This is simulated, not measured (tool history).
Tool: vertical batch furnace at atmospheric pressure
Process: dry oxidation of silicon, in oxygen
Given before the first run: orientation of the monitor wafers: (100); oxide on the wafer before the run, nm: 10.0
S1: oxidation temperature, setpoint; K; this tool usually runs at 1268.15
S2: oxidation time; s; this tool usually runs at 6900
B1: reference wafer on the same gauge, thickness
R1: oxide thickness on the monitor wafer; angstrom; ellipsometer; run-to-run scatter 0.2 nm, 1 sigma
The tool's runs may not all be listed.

run   hour       S1    S2     B1      R1
  1    0.0  1279.15  6900  58.29   710.9
  2   56.0  1279.15  6900  58.29   709.4
  3  104.8  1268.15  6900  58.28   639.3
  4  129.7  1268.15  6900  58.29   644.8
  5  195.1  1268.15  4950  58.32   514.4
  6  253.1  1268.15  4950  58.30   516.7
  7  287.8  1268.15  6900  58.30   642.6
  8  323.8  1268.15  4830  58.27   505.6
     397.7  -- boat lift adjusted
  9  398.2  1290.15  9570  58.24  1005.0
     427.3  -- thermocouples replaced and temperature profile calibrated
 10  427.8  1283.15  9120  58.34   919.2
 11  478.2  1268.15  6900  58.33   661.4
     489.9  -- gauge calibrated
 12  507.7  1268.15  8250  58.26   746.2
 13  569.0  1268.15  6900  58.28   656.9
 14  594.2  1268.15  6900  58.27   656.8
 15  626.3  1280.15  8910  58.37   869.6

Some steps in R1 between neighbouring runs. How much of each would the tool show without its hidden state too (settings, what came in, random variation), and how much is left for the hidden state, with any gauge scatter that isn't in both results?
Hidden state at play: true tube temperature minus thermocouple reading, K; monitor wafer colder than the profiled boat position, K; gauge reads high (%).
Run 8 -> 9: S1 1268.15 -> 1290.15, S2 4830 -> 9570, boat lift adjusted. R1 +499.4 angstrom: hidden state +15.3, all else +484.1.
